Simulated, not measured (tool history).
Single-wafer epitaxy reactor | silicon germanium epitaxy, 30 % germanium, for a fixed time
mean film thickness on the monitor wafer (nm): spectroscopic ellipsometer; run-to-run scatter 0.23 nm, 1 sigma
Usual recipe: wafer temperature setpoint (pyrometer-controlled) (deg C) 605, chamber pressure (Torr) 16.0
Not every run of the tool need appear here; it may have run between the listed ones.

run     day  wafer temperature setpoint (pyrometer-controlled) (deg C)  chamber pressure (Torr)  wafers since the last listed run  hours since the last pyrometer calibration  hours since the last manometer calibration  hours since the showerhead was replaced  hours since the gauge calibration  read-back reference wafer on the same gauge, thickness_nm  mean film thickness on the monitor wafer (nm)
  1   0.000                                                        605                     16.0                                 0                                      1704.6                                      1740.6                                   2564.9                             1811.7                                                     61.009                                         67.309
  2   3.267                                                        605                     16.0                              1840                                      1783.0                                      1819.0                                   2643.3                             1890.1                                                     61.017                                         67.141
  3   4.929                                                        605                     16.0                               936                                      1822.9                                      1858.9                                   2683.2                             1930.0                                                     60.976                                         66.844
  4   7.117                                                        605                     16.9                              1232                                      1875.4                                      1911.4                                   2735.7                             1982.5                                                     60.979                                         69.005
  5   9.112                                                        605                     16.9                              1124                                      1923.3                                      1959.3                                   2783.6                             2030.4                                                     61.031                                         69.297
  6  10.942                                                        605                     16.9                              1030                                      1967.2                                      2003.2                                   2827.5                             2074.3                                                     60.951                                         69.240
  7  12.896                                                        605                     14.8                              1100                                      2014.1                                      2050.1                                   2874.4                             2121.2                                                     60.983                                         63.898
  8  17.088                                                        605                     14.8                              2361                                      2114.7                                      2150.7                                   2975.0                             2221.8                                                     61.035                                         63.757
  9  19.771                                                        605                     14.8                              1511                                      2179.1                                      2215.1                                   3039.4                             2286.2                                                     61.021                                         63.639
     20.821  -- capacitance manometer re-zeroed and calibrated
 10  22.888                                                        598                     16.0                              1567                                      2253.9                                        49.6                                   3114.2                             2361.0                                                     60.997                                         59.411
 11  25.067                                                        598                     16.0                              1227                                      2306.2                                       101.9                                   3166.5                             2413.3                                                     60.984                                         59.390
 12  27.079                                                        595                     16.0                              1133                                      2354.5                                       150.2                                   3214.8                             2461.6                                                     60.993                                         56.746
 13  31.117                                                        613                     16.0                              2274                                      2451.4                                       247.1                                   3311.7                             2558.5                                                     61.046                                         75.315
 14  33.025                                                        605                     17.9                              1074                                      2497.2                                       292.9                                   3357.5                             2604.3                                                     60.940                                         70.384
 15  35.533                                                        605                     17.7                              1412                                      2557.4                                       353.1                                   3417.7                             2664.5                                                     60.982                                         70.344
 16  38.508                                                        605                     16.0                              1675                                      2628.8                                       424.5                                   3489.1                             2735.9                                                     61.013                                         66.316
     39.921  -- showerhead replaced, of another model than before
 17  40.871                                                        605                     13.6                              1143                                      2685.5                                       481.2                                     22.8                             2792.6                                                     61.007                                         63.098
 18  42.908                                                        614                     12.1                              1147                                      2734.4                                       530.1                                     71.7                             2841.5                                                     61.036                                         70.322
     46.542  -- pyrometer calibrated
 19  47.300                                                        590                     19.8                              2286                                        18.2                                       635.5                                    177.1                             2946.9                                                     61.000                                         56.950
 20  51.238                                                        616                     17.4                              2217                                       112.7                                       730.0                                    271.6                             3041.4                                                     61.036                                         82.723
 21  55.296                                                        605                     12.0                              2286                                       210.1                                       827.4                                    369.0                             3138.8                                                     60.976                                         62.053
     57.229  -- gauge calibrated
 22  58.388                                                        605                     17.4                              1741                                       284.3                                       901.6                                    443.2                               27.8                                                     60.980                                         69.490
 23  59.988                                                        598                     12.4                               901                                       322.7                                       940.0                                    481.6                               66.2                                                     60.996                                         55.989
 24  62.429                                                        605                     16.0                              1375                                       381.3                                       998.6                                    540.2                              124.8                                                     61.017                                         67.458
 25  64.212                                                        600                     14.3                              1004                                       424.1                                      1041.4                                    583.0                              167.6                                                     60.968                                         60.503
 26  67.533                                                        617                     18.9                              1870                                       503.8                                      1121.1                                    662.7                              247.3                                                     61.047                                         86.339
 27  70.562                                                        605                     17.4                              1706                                       576.5                                      1193.8                                    735.4                              320.0                                                     61.015                                         69.232
 28  73.296                                                        605                     16.0                              1539                                       642.1                                      1259.4                                    801.0                              385.6                                                     61.037                                         67.486
 29  75.638                                                        605                     16.0                              1319                                       698.3                                      1315.6                                    857.2                              441.8                                                     61.011                                         67.417
 30  78.850                                                        612                     16.0                              1809                                       775.4                                      1392.7                                    934.3                              518.9                                                     61.019                                         75.639

For run 31, what comes out?
 31  80.838                                                        616                     18.1                              1119                                       823.1                                      1440.4                                    982.0                              566.6                                                          ?                                              ?

For run 31 the tool returned read-back reference wafer on the same gauge, thickness_nm 60.982, mean film thickness on the monitor wafer (nm) 83.254.
With no hidden state in the tool, this same run would have given mean film thickness on the monitor wafer (nm) 84.120.
